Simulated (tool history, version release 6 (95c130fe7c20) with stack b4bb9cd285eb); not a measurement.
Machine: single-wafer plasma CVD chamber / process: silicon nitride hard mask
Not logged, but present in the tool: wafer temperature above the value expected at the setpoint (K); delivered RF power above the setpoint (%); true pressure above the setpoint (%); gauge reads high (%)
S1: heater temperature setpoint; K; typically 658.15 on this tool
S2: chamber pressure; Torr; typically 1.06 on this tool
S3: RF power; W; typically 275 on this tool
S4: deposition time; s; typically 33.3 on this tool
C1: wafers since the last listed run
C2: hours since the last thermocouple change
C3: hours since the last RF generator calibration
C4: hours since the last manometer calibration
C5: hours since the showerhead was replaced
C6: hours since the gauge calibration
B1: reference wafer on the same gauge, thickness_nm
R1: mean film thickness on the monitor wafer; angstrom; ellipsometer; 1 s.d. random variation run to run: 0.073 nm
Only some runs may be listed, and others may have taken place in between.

run	hour	S1	S2	S3	S4	C1	C2	C3	C4	C5	C6	B1	R1
1	0	658.15	1.06	275	33.3	0	1172.9	1193.4	1688.7	5614.7	240.3	35.272	293.92
2	68	658.15	1.06	275	33.3	1936	1240.9	1261.4	1756.7	5682.7	308.3	35.307	292.66
3	124.1	658.15	1.06	300	33.3	1597	1297	1317.5	1812.8	5738.8	364.4	35.316	303.7
4	169.1	658.15	1.25	290	33.3	1281	1342	1362.5	1857.8	5783.8	409.4	35.308	311.63
5	210.8	658.15	1.27	275	29.8	1187	1383.7	1404.2	1899.5	5825.5	451.1	35.289	272.99
6	270.7	662.15	0.93	275	33.3	1705	1443.6	1464.1	1959.4	5885.4	511	35.31	285.47
7	324.3	658.15	1.06	275	33.3	1526	1497.2	1517.7	2013	5939	564.6	35.278	293.26
8	351.7	658.15	1.18	235	33.3	780	1524.6	1545.1	2040.4	5966.4	592	35.319	281.31
9	420.3	658.15	1.06	240	33.3	1953	1593.2	1613.7	2109	6035	660.6	35.299	278.21
# hour 435.6: showerhead replaced, of another model than before
10	477	644.15	1.31	260	39.7	1386	1649.9	1670.4	2165.7	41.4	717.3	35.304	348.56
11	511.9	658.15	1.06	275	33.3	993	1684.8	1705.3	2200.6	76.3	752.2	35.305	293.06
12	558.9	643.15	0.98	330	30.9	1338	1731.8	1752.3	2247.6	123.3	799.2	35.29	308.66
# hour 583.6: capacitance manometer re-zeroed and calibrated
13	628.9	658.15	1.06	275	33.3	1765	1801.8	1822.3	45.3	193.3	869.2	35.295	297.17
14	698.4	658.15	1.06	275	36.9	1979	1871.3	1891.8	114.8	262.8	938.7	35.294	328.58
15	740.9	658.15	1.06	275	33.3	1210	1913.8	1934.3	157.3	305.3	981.2	35.333	297.36
# hour 766.4: thermocouple changed; heater temperature recalibrated
# hour 780.8: RF generator calibrated
16	806.3	648.15	1.21	225	26.9	1406	39.9	25.5	222.7	370.7	1046.6	35.302	211.12
17	830.8	658.15	1.06	275	33.3	697	64.4	50	247.2	395.2	1071.1	35.294	296.96
18	891.2	658.15	1.06	275	33.3	1720	124.8	110.4	307.6	455.6	1131.5	35.313	295.58
19	937	658.15	1.06	275	27.7	1304	170.6	156.2	353.4	501.4	1177.3	35.294	247.06
20	964.3	673.15	1.2	275	33.3	777	197.9	183.5	380.7	528.7	1204.6	35.283	299.8
21	1022.8	658.15	0.92	275	29.5	1665	256.4	242	439.2	587.2	1263.1	35.302	257.4
22	1070.4	658.15	1.2	275	33.3	1355	304	289.6	486.8	634.8	1310.7	35.314	302.9
23	1113.3	658.15	1.26	275	36.8	1221	346.9	332.5	529.7	677.7	1353.6	35.315	336.58
24	1157.9	671.15	0.82	275	27.1	1270	391.5	377.1	574.3	722.3	1398.2	35.284	231.03
25	1206.2	658.15	1.2	245	33.3	1375	439.8	425.4	622.6	770.6	1446.5	35.291	276.55
26	1249.8	668.15	1.06	310	33.3	1241	483.4	469	666.2	814.2	1490.1	35.283	321.66
27	1273.9	666.15	1.06	275	33.3	686	507.5	493.1	690.3	838.3	1514.2	35.297	294.68

Measured less the same run without the tool's hidden state. The same run-to-run variation is in both; the gauge's scatter may not be:
run	R1
1	-2.13
2	-2.34
3	-2.63
4	-2.74
5	-2.47
6	-3
7	-3.29
8	-3.27
9	-3.5
10	-3.13
11	-2.79
12	-3.08
13	-0.24
14	-0.27
15	-0.25
16	-0.19
17	-0.28
18	-0.29
19	-0.26
20	-0.33
21	-0.31
22	-0.39
23	-0.47
24	-0.35
25	-0.45
26	-0.57
27	-0.54
